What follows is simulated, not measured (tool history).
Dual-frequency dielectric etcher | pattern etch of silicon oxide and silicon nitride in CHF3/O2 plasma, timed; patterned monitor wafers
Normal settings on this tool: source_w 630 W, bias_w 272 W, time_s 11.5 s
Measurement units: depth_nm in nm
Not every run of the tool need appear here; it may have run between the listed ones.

run,hour,source_w,bias_w,time_s,wafers since the last listed run,hours since the last wet clean,hours since the last source power generator calibration,hours since the last bias power generator calibration,hours since the last upper electrode change,hours since the gauge calibration,"read-back reference wafer on the same gauge, depth_nm",depth_nm
1,0,630,272,11.5,0,65.9,3600.9,1674.8,2917.6,119.3,22.8,20
2,12.8,630,272,11.5,145,78.7,3613.7,1687.6,2930.4,132.1,22.81,20.1
3,27.9,630,272,11.5,172,93.8,3628.8,1702.7,2945.5,147.2,22.81,19.97
4,40,630,272,11.5,137,105.9,3640.9,1714.8,2957.6,159.3,22.78,19.94
5,49.4,630,272,11.5,107,115.3,3650.3,1724.2,2967,168.7,22.8,20.09
6,59.9,630,272,11.5,119,125.8,3660.8,1734.7,2977.5,179.2,22.81,20.02
7,76,630,272,11.5,183,141.9,3676.9,1750.8,2993.6,195.3,22.78,20.02
8,85,630,272,11.5,102,150.9,3685.9,1759.8,3002.6,204.3,22.8,20.05
9,101.4,630,272,11.5,187,167.3,3702.3,1776.2,3019,220.7,22.8,19.9
10,112.5,630,272,11.5,126,178.4,3713.4,1787.3,3030.1,231.8,22.79,20.01
11,126.7,630,237,11.5,161,192.6,3727.6,1801.5,3044.3,246,22.79,18.6
12,133.4,630,237,11.5,76,199.3,3734.3,1808.2,3051,252.7,22.78,18.57
13,142.8,630,237,11.5,107,208.7,3743.7,1817.6,3060.4,262.1,22.82,18.61
14,149.4,630,310,11.5,75,215.3,3750.3,1824.2,3067,268.7,22.79,21.22
15,158.7,630,272,12.5,106,224.6,3759.6,1833.5,3076.3,278,22.8,21.6
16,174.1,630,297,10.5,175,240,3775,1848.9,3091.7,293.4,22.82,19.01
# hour 179.3: source power generator calibrated
17,211.9,630,272,11.5,385,277.8,32.6,1886.7,3129.5,331.2,22.81,19.82
# hour 247: wet clean of the chamber
# hour 258: bias power generator calibrated
18,258.5,630,272,11.5,212,11.5,79.2,0.5,3176.1,377.8,22.8,20.32
19,263.9,630,308,8.5,61,16.9,84.6,5.9,3181.5,383.2,22.78,15.96
20,293.1,630,298,11.5,332,46.1,113.8,35.1,3210.7,412.4,22.77,21.13
# hour 323.8: upper electrode replaced
21,324.3,740,299,11.5,82,77.3,145,66.3,0.5,443.6,22.77,22.8
22,324.6,630,272,8.5,3,77.6,145.3,66.6,0.8,443.9,22.81,14.9
23,332,630,272,10,84,85,152.7,74,8.2,451.3,22.79,17.5
24,339.2,630,272,11.5,82,92.2,159.9,81.2,15.4,458.5,22.82,20.18
25,351.2,780,212,15,136,104.2,171.9,93.2,27.4,470.5,22.8,25.69
# hour 352.6: gauge calibrated
26,361.6,630,272,9,118,114.6,182.3,103.6,37.8,9,22.77,15.72
27,376.4,630,272,10.5,168,129.4,197.1,118.4,52.6,23.8,22.81,18.33
28,383.2,630,308,8.5,77,136.2,203.9,125.2,59.4,30.6,22.79,15.76
29,412.9,630,237,11.5,338,165.9,233.6,154.9,89.1,60.3,22.79,18.71
30,424.8,630,272,13.5,135,177.8,245.5,166.8,101,72.2,22.81,23.48
31,467.6,520,272,15,488,220.6,288.3,209.6,143.8,115,22.82,23.65

What if the next run were any one of these 3? Each begins from the tool's condition after run 31:
A,468,630,272,11.5,4,221,288.7,210,144.2,115.4,?,?
B,468,510,233,11.5,4,221,288.7,210,144.2,115.4,?,?
C,468,560,246,13.5,4,221,288.7,210,144.2,115.4,?,?

run,"read-back reference wafer on the same gauge, depth_nm",depth_nm
A,22.78,19.96
B,22.78,16.59
C,22.78,21.01
Stripped of hidden state, with their random variation kept, the same runs would have yielded:
run,depth_nm
A,20.26
B,16.83
C,21.33
